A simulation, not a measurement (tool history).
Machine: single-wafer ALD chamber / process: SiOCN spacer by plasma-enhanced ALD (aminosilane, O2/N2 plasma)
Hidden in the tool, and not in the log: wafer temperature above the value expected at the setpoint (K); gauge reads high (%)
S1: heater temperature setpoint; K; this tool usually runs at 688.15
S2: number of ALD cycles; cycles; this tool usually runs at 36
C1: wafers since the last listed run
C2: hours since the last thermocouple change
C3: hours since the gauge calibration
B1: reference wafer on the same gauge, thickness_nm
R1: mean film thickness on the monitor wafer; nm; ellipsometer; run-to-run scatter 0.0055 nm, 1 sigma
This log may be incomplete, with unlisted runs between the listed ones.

Run 1, day 0: usual settings; C1 0; C2 1059.1; C3 678.2; B1 2.161. Result: R1 2.122 nm.
Run 2, day 1.017: usual settings; C1 218; C2 1083.5; C3 702.6; B1 2.16. Result: R1 2.142 nm.
Run 3, day 3.112: usual settings; C1 451; C2 1133.8; C3 752.9; B1 2.163. Result: R1 2.134 nm.
Run 4, day 5.071: usual settings; C1 421; C2 1180.8; C3 799.9; B1 2.161. Result: R1 2.127 nm.
Run 5, day 7.433: usual settings; C1 508; C2 1237.5; C3 856.6; B1 2.16. Result: R1 2.134 nm.
Run 6, day 9.183: usual settings; C1 376; C2 1279.5; C3 898.6; B1 2.16. Result: R1 2.124 nm.
Run 7, day 11.079: usual settings; C1 408; C2 1325; C3 944.1; B1 2.16. Result: R1 2.117 nm.
Run 8, day 12.196: usual settings but S1 680.15 K; C1 240; C2 1351.8; C3 970.9; B1 2.16. Result: R1 2.183 nm.
Run 9, day 13.675: usual settings but S1 680.15 K; C1 318; C2 1387.3; C3 1006.4; B1 2.163. Result: R1 2.18 nm.
Run 10, day 15.842: usual settings; C1 466; C2 1439.3; C3 1058.4; B1 2.158. Result: R1 2.121 nm.
Run 11, day 18.15: usual settings; C1 497; C2 1494.7; C3 1113.8; B1 2.159. Result: R1 2.115 nm.
Run 12, day 19.217: usual settings but S1 679.15 K; C1 229; C2 1520.3; C3 1139.4; B1 2.161. Result: R1 2.192 nm.
Run 13, day 21.033: usual settings but S1 679.15 K; C1 391; C2 1563.9; C3 1183; B1 2.159. Result: R1 2.193 nm.
Run 14, day 22.742: usual settings but S1 679.15 K; C1 367; C2 1604.9; C3 1224; B1 2.16. Result: R1 2.189 nm.
Run 15, day 24.646: usual settings but S1 679.15 K, S2 39 cycles; C1 410; C2 1650.6; C3 1269.7; B1 2.16. Result: R1 2.36 nm.
Run 16, day 25.938: usual settings but S1 676.15 K, S2 38 cycles; C1 278; C2 1681.6; C3 1300.7; B1 2.16. Result: R1 2.323 nm.
Run 17, day 27.817: usual settings but S1 676.15 K, S2 38 cycles; C1 404; C2 1726.7; C3 1345.8; B1 2.159. Result: R1 2.324 nm.
Run 18, day 30.504: usual settings but S1 695.15 K; C1 578; C2 1791.2; C3 1410.3; B1 2.159. Result: R1 2.052 nm.
Run 19, day 32.892: usual settings; C1 514; C2 1848.5; C3 1467.6; B1 2.161. Result: R1 2.097 nm.
At day 34.662: gauge calibrated.
Run 20, day 34.958: usual settings but S1 677.15 K, S2 30 cycles; C1 445; C2 1898.1; C3 7.1; B1 2.161. Result: R1 1.821 nm.
Run 21, day 36.979: usual settings but S2 34 cycles; C1 435; C2 1946.6; C3 55.6; B1 2.16. Result: R1 1.982 nm.
Run 22, day 39.079: usual settings but S1 699.15 K, S2 30 cycles; C1 452; C2 1997; C3 106; B1 2.158. Result: R1 1.673 nm.
Run 23, day 41.421: usual settings but S1 696.15 K, S2 40 cycles; C1 504; C2 2053.2; C3 162.2; B1 2.158. Result: R1 2.263 nm.
Run 24, day 43.117: usual settings; C1 365; C2 2093.9; C3 202.9; B1 2.162. Result: R1 2.096 nm.
At day 43.971: thermocouple changed; heater temperature recalibrated.
Run 25, day 44.433: usual settings but S1 677.15 K, S2 40 cycles; C1 211; C2 11.1; C3 234.5; B1 2.161. Result: R1 2.472 nm.
Run 26, day 47.317: usual settings but S1 677.15 K, S2 29 cycles; C1 621; C2 80.3; C3 303.7; B1 2.157. Result: R1 1.801 nm.
Run 27, day 48.412: usual settings; C1 236; C2 106.6; C3 330; B1 2.161. Result: R1 2.134 nm.
Run 28, day 51.212: usual settings but S1 677.15 K, S2 31 cycles; C1 603; C2 173.8; C3 397.2; B1 2.161. Result: R1 1.919 nm.
Run 29, day 53.212: usual settings but S1 702.15 K, S2 29 cycles; C1 430; C2 221.8; C3 445.2; B1 2.158. Result: R1 1.639 nm.
Run 30, day 54.221: usual settings but S1 681.15 K, S2 32 cycles; C1 217; C2 246; C3 469.4; B1 2.157. Result: R1 1.954 nm.
Run 31, day 55.967: usual settings but S1 693.15 K, S2 38 cycles; C1 376; C2 287.9; C3 511.3; B1 2.16. Result: R1 2.232 nm.
Run 32, day 57.929: usual settings but S1 677.15 K; C1 422; C2 335; C3 558.4; B1 2.16. Result: R1 2.226 nm.
Run 33, day 59.396: usual settings but S1 698.15 K, S2 41 cycles; C1 315; C2 370.2; C3 593.6; B1 2.16. Result: R1 2.353 nm.
Run 34, day 60.4: usual settings but S1 674.15 K, S2 39 cycles; C1 216; C2 394.3; C3 617.7; B1 2.163. Result: R1 2.419 nm.
Run 35, day 62.662: usual settings but S1 694.15 K, S2 39 cycles; C1 487; C2 448.6; C3 672; B1 2.159. Result: R1 2.274 nm.
Run 36, day 64.446: usual settings but S1 676.15 K, S2 40 cycles; C1 384; C2 491.4; C3 714.8; B1 2.16. Result: R1 2.473 nm.

What was the tool's hidden state at every run in the log?
gauge reads high (%): 0 in every run
H1: wafer temperature above the value expected at the setpoint (K)
run        H1
  1      1.77
  2      1.85
  3      2.01
  4      2.17
  5      2.37
  6      2.52
  7       2.7
  8       2.8
  9      2.94
 10      3.16
 11      3.39
 12      3.51
 13       3.7
 14      3.89
 15      4.11
 16      4.26
 17      4.48
 18      4.81
 19      5.12
 20      5.39
 21      5.66
 22      5.95
 23      6.28
 24      6.52
 25   -0.0249
 26   -0.0157
 27  -0.00852
 28    0.0189
 29    0.0466
 30     0.063
 31    0.0956
 32     0.138
 33     0.174
 34     0.201
 35     0.268
 36     0.326
